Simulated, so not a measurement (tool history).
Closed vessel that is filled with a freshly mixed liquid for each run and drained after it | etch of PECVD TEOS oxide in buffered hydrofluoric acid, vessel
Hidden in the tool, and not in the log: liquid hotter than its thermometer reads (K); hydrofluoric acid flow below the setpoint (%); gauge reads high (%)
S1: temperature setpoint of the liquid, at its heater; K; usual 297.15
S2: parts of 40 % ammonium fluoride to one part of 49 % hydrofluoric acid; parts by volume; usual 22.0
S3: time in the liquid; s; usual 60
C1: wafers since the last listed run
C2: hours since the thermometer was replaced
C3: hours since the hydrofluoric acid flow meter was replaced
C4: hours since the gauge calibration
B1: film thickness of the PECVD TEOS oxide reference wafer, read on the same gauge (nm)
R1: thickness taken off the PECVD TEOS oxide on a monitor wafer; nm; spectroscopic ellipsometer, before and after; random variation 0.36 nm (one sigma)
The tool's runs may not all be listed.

run	hour	S1	S2	S3	C1	C2	C3	C4	B1	R1
1	0.0	297.15	22.0	60	0	2030.5	245.3	198.2	90.62	77.93
2	57.0	297.15	22.0	40	6391	2087.5	302.3	255.2	90.75	51.70
3	84.1	297.15	22.0	40	3038	2114.6	329.4	282.3	90.74	51.94
4	139.1	295.65	22.0	40	6167	2169.6	384.4	337.3	90.91	48.13
5	201.5	297.15	22.0	60	6997	2232.0	446.8	399.7	91.07	78.42
6	257.2	297.15	22.0	60	6246	2287.7	502.5	455.4	91.23	77.87
7	326.1	297.15	16.5	60	7726	2356.6	571.4	524.3	91.51	101.66
8	392.1	297.15	16.5	60	7401	2422.6	637.4	590.3	91.80	101.62
9	419.1	297.15	24.0	60	3027	2449.6	664.4	617.3	91.90	74.26
10	486.1	297.15	24.0	60	7513	2516.6	731.4	684.3	92.23	74.44
11	516.3	297.15	22.0	60	3386	2546.8	761.6	714.5	92.40	78.96
12	578.1	297.15	22.0	60	6930	2608.6	823.4	776.3	92.70	79.42
13	605.5	297.15	22.0	60	3072	2636.0	850.8	803.7	92.91	79.78
14	669.8	295.15	22.0	60	7210	2700.3	915.1	868.0	93.31	71.80
15	739.8	297.15	24.0	60	7849	2770.3	985.1	938.0	93.74	75.50
16	808.6	295.15	17.0	50	7715	2839.1	1053.9	1006.8	94.24	75.79
17	851.4	295.15	22.0	60	4799	2881.9	1096.7	1049.6	94.62	72.83
# hour 862.0: gauge calibrated
18	904.4	297.15	15.0	35	5943	2934.9	1149.7	42.4	90.04	63.32
# hour 907.2: thermometer replaced
19	933.9	297.15	18.0	85	3195	26.7	1179.2	71.9	90.04	130.07
20	959.2	297.15	18.5	70	2837	52.0	1204.5	97.2	90.03	103.52
# hour 972.3: hydrofluoric acid flow meter replaced
21	1005.1	297.15	24.5	70	5034	97.9	32.8	143.1	90.05	83.63
22	1058.6	300.65	24.5	85	5999	151.4	86.3	196.6	90.16	122.38
23	1119.5	299.15	29.5	60	6829	212.3	147.2	257.5	90.24	70.46
24	1147.1	300.65	27.5	40	3095	239.9	174.8	285.1	90.29	53.65
25	1185.8	297.15	22.0	60	4339	278.6	213.5	323.8	90.40	77.66
26	1247.1	299.65	24.5	90	6874	339.9	274.8	385.1	90.59	123.06
27	1317.0	297.15	17.5	60	7838	409.8	344.7	455.0	90.77	95.30

The tool's hidden state at each run:
liquid hotter than its thermometer reads (K): 0 in every run
hydrofluoric acid flow below the setpoint (%): 0 in every run
H1: gauge reads high (%)
run	H1
1	0.703
2	0.81
3	0.87
4	1.01
5	1.2
6	1.4
7	1.68
8	1.98
9	2.12
10	2.48
11	2.66
12	3.04
13	3.22
14	3.66
15	4.19
16	4.74
17	5.11
18	0.018
19	0.032
20	0.0497
21	0.0954
22	0.171
23	0.285
24	0.347
25	0.445
26	0.625
27	0.869
